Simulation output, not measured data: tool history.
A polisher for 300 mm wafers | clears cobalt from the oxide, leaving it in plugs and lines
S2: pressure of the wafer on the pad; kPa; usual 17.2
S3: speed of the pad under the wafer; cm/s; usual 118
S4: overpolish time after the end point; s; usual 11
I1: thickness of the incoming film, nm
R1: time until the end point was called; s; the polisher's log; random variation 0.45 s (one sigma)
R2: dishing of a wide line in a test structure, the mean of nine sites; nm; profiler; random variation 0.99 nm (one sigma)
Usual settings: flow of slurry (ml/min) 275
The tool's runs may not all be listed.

{"run": 1, "hour": 0.0, "flow of slurry (ml/min)": 275, "S2": 17.2, "S3": 118, "S4": 11, "I1": 198.1, "R1": 36.1, "R2": 46.1}
{"run": 2, "hour": 36.7, "flow of slurry (ml/min)": 275, "S2": 19.3, "S3": 118, "S4": 15, "I1": 199.9, "R1": 32.3, "R2": 57.8}
{"run": 3, "hour": 78.8, "flow of slurry (ml/min)": 295, "S2": 17.2, "S3": 118, "S4": 11, "I1": 201.8, "R1": 37.7, "R2": 44.6}
{"hour": 139.9, "done": "head pressure recalibrated"}
{"run": 4, "hour": 141.8, "flow of slurry (ml/min)": 275, "S2": 17.2, "S3": 118, "S4": 13, "I1": 200.2, "R1": 33.6, "R2": 52.3}
{"run": 5, "hour": 185.1, "flow of slurry (ml/min)": 275, "S2": 17.2, "S3": 118, "S4": 11, "I1": 201.8, "R1": 34.8, "R2": 45.9}
{"hour": 196.4, "done": "worn pad replaced by a new one"}
{"run": 6, "hour": 230.6, "flow of slurry (ml/min)": 275, "S2": 17.2, "S3": 118, "S4": 11, "I1": 203.9, "R1": 32.4, "R2": 48.2}
{"hour": 286.9, "done": "slurry nozzle cleaned"}
{"run": 7, "hour": 307.6, "flow of slurry (ml/min)": 275, "S2": 14.5, "S3": 118, "S4": 11, "I1": 197.3, "R1": 41.4, "R2": 41.0}
{"run": 8, "hour": 375.6, "flow of slurry (ml/min)": 275, "S2": 14.5, "S3": 118, "S4": 11, "I1": 199.9, "R1": 44.7, "R2": 40.5}
{"run": 9, "hour": 475.0, "flow of slurry (ml/min)": 330, "S2": 17.2, "S3": 118, "S4": 15, "I1": 201.0, "R1": 37.7, "R2": 52.6}
{"hour": 517.4, "done": "worn pad replaced by a new one"}
{"run": 10, "hour": 541.6, "flow of slurry (ml/min)": 275, "S2": 19.3, "S3": 118, "S4": 15, "I1": 200.1, "R1": 30.1, "R2": 58.5}
{"run": 11, "hour": 646.0, "flow of slurry (ml/min)": 275, "S2": 14.5, "S3": 118, "S4": 11, "I1": 201.2, "R1": 44.2, "R2": 40.6}
{"hour": 652.8, "done": "head pressure recalibrated"}
{"run": 12, "hour": 729.5, "flow of slurry (ml/min)": 330, "S2": 17.2, "S3": 118, "S4": 15, "I1": 201.4, "R1": 34.7, "R2": 55.1}
{"hour": 786.7, "done": "worn pad replaced by a new one"}
{"run": 13, "hour": 944.4, "flow of slurry (ml/min)": 240, "S2": 20.0, "S3": 82, "S4": 5, "I1": 199.5, "R1": 44.4, "R2": 21.2}
{"hour": 989.8, "done": "slurry nozzle cleaned"}
{"run": 14, "hour": 1019.3, "flow of slurry (ml/min)": 355, "S2": 17.2, "S3": 118, "S4": 11, "I1": 199.7, "R1": 36.9, "R2": 46.3}
{"hour": 1071.3, "done": "worn pad replaced by a new one"}
{"run": 15, "hour": 1083.2, "flow of slurry (ml/min)": 275, "S2": 17.2, "S3": 118, "S4": 11, "I1": 199.1, "R1": 33.5, "R2": 45.2}
{"run": 16, "hour": 1125.4, "flow of slurry (ml/min)": 275, "S2": 17.2, "S3": 118, "S4": 9, "I1": 197.1, "R1": 35.6, "R2": 39.9}
{"hour": 1153.0, "done": "head pressure recalibrated"}
{"run": 17, "hour": 1222.4, "flow of slurry (ml/min)": 330, "S2": 17.2, "S3": 118, "S4": 11, "I1": 199.0, "R1": 33.6, "R2": 48.4}
{"run": 18, "hour": 1313.1, "flow of slurry (ml/min)": 275, "S2": 11.0, "S3": 118, "S4": 11, "I1": 198.7, "R1": 54.9, "R2": 33.2}
{"hour": 1317.7, "done": "worn pad replaced by a new one"}
{"run": 19, "hour": 1415.4, "flow of slurry (ml/min)": 330, "S2": 11.7, "S3": 140, "S4": 5, "I1": 198.6, "R1": 42.9, "R2": 21.7}

Forecast each of these 5 alternatives for the next run:
{"run": "A", "hour": 1415.8, "flow of slurry (ml/min)": 275, "S2": 17.2, "S3": 118, "S4": 11, "I1": 202.3, "R1": "?", "R2": "?"}
{"run": "B", "hour": 1415.8, "flow of slurry (ml/min)": 275, "S2": 17.2, "S3": 98, "S4": 6, "I1": 202.3, "R1": "?", "R2": "?"}
{"run": "C", "hour": 1415.8, "flow of slurry (ml/min)": 315, "S2": 21.4, "S3": 154, "S4": 5, "I1": 202.3, "R1": "?", "R2": "?"}
{"run": "D", "hour": 1415.8, "flow of slurry (ml/min)": 275, "S2": 17.2, "S3": 118, "S4": 16, "I1": 202.3, "R1": "?", "R2": "?"}
{"run": "E", "hour": 1415.8, "flow of slurry (ml/min)": 205, "S2": 19.3, "S3": 158, "S4": 8, "I1": 202.3, "R1": "?", "R2": "?"}

run=A R1=36.4 R2=47.0
run=B R1=43.4 R2=26.3
run=C R1=22.6 R2=37.9
run=D R1=36.4 R2=58.4
run=E R1=25.1 R2=48.6
Without the tool's hidden state the same runs would have given:
run=A R1=30.0 R2=52.9
run=B R1=35.7 R2=30.8
run=C R1=18.6 R2=43.4
run=D R1=30.0 R2=64.1
run=E R1=20.6 R2=54.5
